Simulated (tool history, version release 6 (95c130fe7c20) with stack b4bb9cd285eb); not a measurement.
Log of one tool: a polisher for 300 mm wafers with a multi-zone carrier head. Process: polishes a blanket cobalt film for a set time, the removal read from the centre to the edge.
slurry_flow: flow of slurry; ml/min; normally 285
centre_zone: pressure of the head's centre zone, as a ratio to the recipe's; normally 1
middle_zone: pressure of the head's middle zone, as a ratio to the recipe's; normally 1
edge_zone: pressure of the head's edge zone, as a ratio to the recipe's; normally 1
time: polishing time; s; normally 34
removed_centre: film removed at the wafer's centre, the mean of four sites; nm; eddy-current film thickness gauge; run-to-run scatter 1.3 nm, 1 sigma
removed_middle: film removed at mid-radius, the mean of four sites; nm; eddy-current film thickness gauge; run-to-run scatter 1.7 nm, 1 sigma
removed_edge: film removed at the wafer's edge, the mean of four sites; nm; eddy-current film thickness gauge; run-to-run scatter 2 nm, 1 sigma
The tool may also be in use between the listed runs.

run   hour  slurry_flow  centre_zone  middle_zone  edge_zone  time  wafers since the last listed run  wafers polished on this pad  hours since the slurry nozzle was cleaned  hours since the centre zone pressure was calibrated  hours since the edge zone pressure was calibrated  hours since the carrier head's membrane was replaced  incoming thickness of the incoming film, nm  removed_centre  removed_middle  removed_edge
  1      0          285            1            1          1    34                                 0                          115                                      640.6                                                987.9                                              824.1                                                 588.5                                       1530.8           188.4           179.8         171.9
  2   15.4          285            1            1          1    34                               108                          224                                        656                                               1003.3                                              839.5                                                 603.9                                       1513.1             186           181.1         174.2
  3   27.5          285            1            1          1    34                                85                          309                                      668.1                                               1015.4                                              851.6                                                   616                                       1523.5           188.1             178         171.9
  4   39.9          285            1            1          1    34                                87                          397                                      680.5                                               1027.8                                                864                                                 628.4                                       1528.4           188.3           178.1         172.3
  5   57.3          285            1            1          1    34                               122                          519                                      697.9                                               1045.2                                              881.4                                                 645.8                                       1512.6           188.6           176.8         174.5
  6   64.1          285            1            1          1    26                                47                          567                                      704.7                                                 1052                                              888.2                                                 652.6                                       1534.3           143.4           137.1         134.4
  7   77.6          285            1            1          1    26                                95                          663                                      718.2                                               1065.5                                              901.7                                                 666.1                                       1522.3           141.4           135.5         133.6
      83.6  -- edge zone pressure recalibrated
      83.9  -- worn pad replaced by a new one
  8   89.3          285            1            1          1    34                                66                           38                                      729.9                                               1077.2                                                5.7                                                 677.8                                       1529.6           184.8           179.7           173
  9  102.9          285            1            1          1    34                                95                          134                                      743.5                                               1090.8                                               19.3                                                 691.4                                       1522.9           184.1           177.8         174.5
 10  109.6          285            1            1          1    34                                47                          181                                      750.2                                               1097.5                                                 26                                                 698.1                                       1531.9             186           179.3         175.1
 11  121.6          345            1            1          1    34                                84                          265                                      762.2                                               1109.5                                                 38                                                 710.1                                       1529.8           189.1           181.4         176.1

Expected results for the next run?
     127.3  -- centre zone pressure recalibrated
 12  131.8          210          1.1         1.09       0.94    34                                57                          323                                      772.4                                                  4.5                                               48.2                                                 720.3                                       1522.2               ?               ?             ?

Run 12 gave removed_centre 215.9 nm, removed_middle 183.1 nm, removed_edge 165.7 nm.
On a tool with no hidden condition, and with the same random variation, this run would have come out at removed_centre 190.1 nm, removed_middle 183.3 nm, removed_edge 165.7 nm.

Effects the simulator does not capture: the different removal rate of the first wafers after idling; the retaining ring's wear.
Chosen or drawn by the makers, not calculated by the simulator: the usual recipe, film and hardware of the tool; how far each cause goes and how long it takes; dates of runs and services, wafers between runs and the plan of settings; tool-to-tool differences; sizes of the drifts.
